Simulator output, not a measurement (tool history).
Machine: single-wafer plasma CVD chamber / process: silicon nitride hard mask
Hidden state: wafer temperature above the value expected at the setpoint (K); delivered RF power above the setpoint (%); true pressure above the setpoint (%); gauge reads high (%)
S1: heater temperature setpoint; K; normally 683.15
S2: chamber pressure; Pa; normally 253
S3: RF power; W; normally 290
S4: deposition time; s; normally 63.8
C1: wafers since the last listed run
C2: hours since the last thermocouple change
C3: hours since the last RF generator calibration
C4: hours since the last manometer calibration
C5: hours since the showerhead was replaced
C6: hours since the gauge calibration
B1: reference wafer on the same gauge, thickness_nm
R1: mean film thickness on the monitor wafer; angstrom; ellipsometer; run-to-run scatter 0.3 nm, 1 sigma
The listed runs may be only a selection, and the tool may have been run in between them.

run,hour,S1,S2,S3,S4,C1,C2,C3,C4,C5,C6,B1,R1
1,0.0,683.15,269,290,63.8,0,2392.6,1798.5,1218.1,4521.3,103.0,62.413,753.63
2,48.8,683.15,269,290,63.8,862,2441.4,1847.3,1266.9,4570.1,151.8,62.302,755.73
3,155.8,679.15,253,290,69.2,1892,2548.4,1954.3,1373.9,4677.1,258.8,61.884,796.84
4,197.7,679.15,253,290,69.2,740,2590.3,1996.2,1415.8,4719.0,300.7,61.768,797.74
5,301.0,679.15,253,290,69.2,1826,2693.6,2099.5,1519.1,4822.3,404.0,61.634,794.31
# hour 340.8: RF generator calibrated
6,341.9,683.15,253,290,63.8,581,2734.5,1.1,1560.0,4863.2,444.9,61.523,733.45
# hour 369.2: showerhead replaced
7,411.1,683.15,253,290,63.8,1082,2803.7,70.3,1629.2,41.9,514.1,61.460,730.02
# hour 457.6: thermocouple changed; heater temperature recalibrated
8,460.6,694.15,253,260,63.8,733,3.0,119.8,1678.7,91.4,563.6,61.480,679.30
9,517.9,694.15,253,260,63.8,1013,60.3,177.1,1736.0,148.7,620.9,61.451,679.22
# hour 545.2: gauge calibrated
# hour 576.9: capacitance manometer re-zeroed and calibrated
10,577.7,695.15,253,290,58.8,915,120.1,236.9,0.8,208.5,32.5,62.799,686.33
11,630.4,683.15,253,290,63.8,931,172.8,289.6,53.5,261.2,85.2,62.488,740.33
12,732.0,683.15,199,290,63.8,1796,274.4,391.2,155.1,362.8,186.8,62.105,676.48
13,788.7,695.15,253,290,58.8,1002,331.1,447.9,211.8,419.5,243.5,61.860,676.39
14,831.5,668.15,204,340,76.5,756,373.9,490.7,254.6,462.3,286.3,61.789,907.23
15,934.3,683.15,227,290,63.8,1817,476.7,593.5,357.4,565.1,389.1,61.535,710.75
16,990.0,683.15,297,245,63.8,984,532.4,649.2,413.1,620.8,444.8,61.487,689.13
17,1036.5,683.15,283,290,54.0,822,578.9,695.7,459.6,667.3,491.3,61.422,640.73
18,1082.5,690.15,253,290,63.8,813,624.9,741.7,505.6,713.3,537.3,61.405,729.54

Below, each run's measurement less what the same run would have read without the hidden state. Both values contain the same run-to-run variation, but the gauge's scatter may not be the same in both:
run,R1
1,-6.59
2,-9.34
3,-14.44
4,-15.77
5,-18.05
6,-17.30
7,-18.05
8,-17.23
9,-17.62
10,-2.01
11,-6.04
12,-10.49
13,-12.46
14,-18.33
15,-16.60
16,-16.92
17,-16.26
18,-18.99
